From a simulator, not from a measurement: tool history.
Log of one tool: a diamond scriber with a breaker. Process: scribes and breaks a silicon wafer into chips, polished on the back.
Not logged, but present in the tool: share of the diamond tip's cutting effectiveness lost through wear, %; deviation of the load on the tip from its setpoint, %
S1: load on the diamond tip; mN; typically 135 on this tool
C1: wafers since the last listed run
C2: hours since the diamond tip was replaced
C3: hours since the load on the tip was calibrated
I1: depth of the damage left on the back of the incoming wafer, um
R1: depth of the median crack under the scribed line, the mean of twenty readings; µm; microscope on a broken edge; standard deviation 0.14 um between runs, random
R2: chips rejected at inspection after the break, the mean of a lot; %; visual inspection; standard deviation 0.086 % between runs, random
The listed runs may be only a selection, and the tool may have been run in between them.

run,hour,S1,C1,C2,C3,I1,R1,R2
1,0.0,150,0,351.3,1233.1,0.05,12.21,1.13
2,13.6,150,62,364.9,1246.7,0.02,12.01,1.21
3,28.9,150,70,380.2,1262.0,0.03,11.96,1.32
4,39.2,135,47,390.5,1272.3,0.04,11.39,1.82
5,46.1,135,31,397.4,1279.2,0.01,11.41,1.69
6,54.9,135,40,406.2,1288.0,0.01,11.68,1.68
7,63.3,135,38,414.6,1296.4,0.01,11.41,1.73
8,69.9,135,30,421.2,1303.0,0.01,11.55,1.84
9,84.9,135,69,436.2,1318.0,0.02,11.20,2.07
10,92.4,156,34,443.7,1325.5,0.02,12.08,1.23
11,110.1,156,81,461.4,1343.2,0.05,12.18,1.40
12,121.0,135,50,472.3,1354.1,0.01,11.08,2.46
13,137.1,153,74,488.4,1370.2,0.04,11.63,1.64
14,148.2,153,51,499.5,1381.3,0.02,11.57,1.37
15,164.9,135,77,516.2,1398.0,0.05,10.97,2.56
16,179.7,153,68,531.0,1412.8,0.04,11.25,1.84
# hour 193.2: diamond tip replaced by a new one
17,194.8,117,60,1.6,1427.9,0.03,9.07,9.80
18,211.6,170,77,18.4,1444.7,0.03,10.56,4.27
19,226.2,159,67,33.0,1459.3,0.02,10.21,5.79
20,233.5,164,33,40.3,1466.6,0.02,10.32,5.07
# hour 247.4: load on the tip recalibrated
21,250.7,135,70,57.5,3.3,0.03,9.42,8.93
# hour 260.7: diamond tip replaced by a new one, repeated, since the last time left the tool worse
22,266.8,152,65,6.1,19.4,0.04,12.67,1.42
23,276.3,122,43,15.6,28.9,0.02,11.90,1.25
24,291.5,135,70,30.8,44.1,0.05,12.00,1.32
25,308.0,135,76,47.3,60.6,0.03,12.24,1.17
26,322.8,101,68,62.1,75.4,0.02,11.03,2.27

What will run 27 give?
27,332.7,96,45,72.0,85.3,0.02,?,?

Run 27 produced R1 10.80 µm, R2 2.37 %.
Were there no unlogged condition in the tool, this run, its random variation unchanged, would have produced R1 10.87 µm, R2 2.21 %.
